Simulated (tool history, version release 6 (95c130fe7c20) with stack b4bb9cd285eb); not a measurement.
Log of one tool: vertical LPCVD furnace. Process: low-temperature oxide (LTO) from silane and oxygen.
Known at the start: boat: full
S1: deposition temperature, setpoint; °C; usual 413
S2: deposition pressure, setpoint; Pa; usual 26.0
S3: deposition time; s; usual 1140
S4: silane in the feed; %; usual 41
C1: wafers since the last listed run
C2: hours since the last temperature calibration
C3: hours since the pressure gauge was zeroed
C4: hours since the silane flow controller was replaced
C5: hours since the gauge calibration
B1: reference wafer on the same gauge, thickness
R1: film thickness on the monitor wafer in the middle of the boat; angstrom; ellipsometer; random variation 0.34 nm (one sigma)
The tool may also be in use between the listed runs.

| run | hour | S1 | S2 | S3 | S4 | C1 | C2 | C3 | C4 | C5 | B1 | R1 |
|---|---|---|---|---|---|---|---|---|---|---|---|---|
| 1 | 0.0 | 413 | 26.0 | 1140 | 41 | 0 | 3596.0 | 3884.7 | 3886.4 | 139.4 | 168.02 | 1763.1 |
| 2 | 14.0 | 413 | 26.0 | 1140 | 41 | 306 | 3610.0 | 3898.7 | 3900.4 | 153.4 | 167.97 | 1766.8 |
| 3 | 40.9 | 413 | 26.0 | 1140 | 41 | 587 | 3636.9 | 3925.6 | 3927.3 | 180.3 | 167.99 | 1764.7 |
| 4 | 69.2 | 413 | 26.0 | 1140 | 41 | 618 | 3665.2 | 3953.9 | 3955.6 | 208.6 | 167.97 | 1770.3 |
| 5 | 102.7 | 413 | 26.0 | 1140 | 41 | 732 | 3698.7 | 3987.4 | 3989.1 | 242.1 | 168.09 | 1760.1 |
| 6 | 135.2 | 413 | 26.0 | 1140 | 41 | 710 | 3731.2 | 4019.9 | 4021.6 | 274.6 | 168.03 | 1764.9 |
| 7 | 149.1 | 413 | 26.0 | 990 | 41 | 303 | 3745.1 | 4033.8 | 4035.5 | 288.5 | 167.94 | 1526.2 |
| 8 | 184.8 | 413 | 26.0 | 990 | 41 | 780 | 3780.8 | 4069.5 | 4071.2 | 324.2 | 167.96 | 1532.2 |
| 9 | 224.1 | 413 | 26.0 | 990 | 41 | 859 | 3820.1 | 4108.8 | 4110.5 | 363.5 | 167.97 | 1529.4 |
| 10 | 255.8 | 413 | 26.0 | 1140 | 41 | 692 | 3851.8 | 4140.5 | 4142.2 | 395.2 | 167.96 | 1765.6 |
| 11 | 276.6 | 413 | 26.0 | 1140 | 41 | 454 | 3872.6 | 4161.3 | 4163.0 | 416.0 | 168.01 | 1761.6 |
| 12 | 291.3 | 413 | 26.0 | 1140 | 41 | 321 | 3887.3 | 4176.0 | 4177.7 | 430.7 | 167.93 | 1761.1 |
| 13 | 365.0 | 413 | 26.0 | 1140 | 41 | 1610 | 3961.0 | 4249.7 | 4251.4 | 504.4 | 167.97 | 1766.5 |
| 14 | 385.8 | 413 | 28.0 | 900 | 41 | 454 | 3981.8 | 4270.5 | 4272.2 | 525.2 | 167.99 | 1500.7 |
| 15 | 407.1 | 407 | 22.7 | 720 | 45 | 465 | 4003.1 | 4291.8 | 4293.5 | 546.5 | 168.01 | 995.0 |
|  | 451.3 | thermocouples replaced and temperature profile calibrated |
| 16 | 451.8 | 413 | 26.0 | 1140 | 41 | 452 | 0.5 | 4336.5 | 4338.2 | 591.2 | 167.94 | 1751.1 |
| 17 | 455.4 | 418 | 28.7 | 1140 | 41 | 78 | 4.1 | 4340.1 | 4341.8 | 594.8 | 168.01 | 2050.3 |
| 18 | 484.1 | 413 | 22.0 | 1140 | 41 | 627 | 32.8 | 4368.8 | 4370.5 | 623.5 | 168.01 | 1466.9 |
|  | 497.9 | gauge calibrated |
|  | 514.9 | silane flow controller replaced |
| 19 | 515.4 | 413 | 26.0 | 1140 | 41 | 159 | 64.1 | 4400.1 | 0.5 | 17.5 | 168.00 | 1756.8 |
|  | 563.1 | pressure gauge zeroed |
| 20 | 563.6 | 419 | 26.0 | 1140 | 41 | 528 | 112.3 | 0.5 | 48.7 | 65.7 | 168.01 | 1979.6 |
| 21 | 573.0 | 413 | 23.3 | 1140 | 41 | 205 | 121.7 | 9.9 | 58.1 | 75.1 | 167.98 | 1682.7 |
| 22 | 604.0 | 404 | 26.0 | 1140 | 35 | 677 | 152.7 | 40.9 | 89.1 | 106.1 | 167.98 | 1393.2 |
| 23 | 636.5 | 402 | 26.0 | 1140 | 44 | 710 | 185.2 | 73.4 | 121.6 | 138.6 | 167.95 | 1796.3 |
| 24 | 664.3 | 413 | 26.0 | 1140 | 41 | 607 | 213.0 | 101.2 | 149.4 | 166.4 | 167.99 | 1869.2 |
| 25 | 688.3 | 413 | 30.0 | 1410 | 36 | 524 | 237.0 | 125.2 | 173.4 | 190.4 | 168.02 | 2278.0 |
| 26 | 720.6 | 421 | 26.0 | 1290 | 45 | 706 | 269.3 | 157.5 | 205.7 | 222.7 | 168.03 | 2520.1 |
| 27 | 748.8 | 413 | 26.0 | 750 | 41 | 616 | 297.5 | 185.7 | 233.9 | 250.9 | 167.98 | 1225.1 |
| 28 | 839.2 | 424 | 22.0 | 1140 | 34 | 1976 | 387.9 | 276.1 | 324.3 | 341.3 | 167.96 | 1414.0 |

5 ways to go on from here, each from the tool as it stands after run 28. What would each give?
| A | 842.9 | 413 | 26.0 | 1140 | 48 | 80 | 391.6 | 279.8 | 328.0 | 345.0 | ? | ? |
| B | 842.9 | 413 | 32.0 | 1590 | 35 | 80 | 391.6 | 279.8 | 328.0 | 345.0 | ? | ? |
| C | 842.9 | 418 | 23.3 | 1530 | 37 | 80 | 391.6 | 279.8 | 328.0 | 345.0 | ? | ? |
| D | 842.9 | 413 | 28.7 | 1440 | 41 | 80 | 391.6 | 279.8 | 328.0 | 345.0 | ? | ? |
| E | 842.9 | 404 | 26.0 | 1140 | 41 | 80 | 391.6 | 279.8 | 328.0 | 345.0 | ? | ? |

| run | B1 | R1 |
|---|---|---|
| A | 168.03 | 2186.7 |
| B | 168.03 | 2649.9 |
| C | 168.03 | 2104.3 |
| D | 168.03 | 2603.7 |
| E | 168.03 | 1699.8 |
Without the tool's hidden state the same runs would have given:
| run | R1 |
|---|---|
| A | 2185.6 |
| B | 2649.0 |
| C | 2103.2 |
| D | 2602.7 |
| E | 1699.0 |
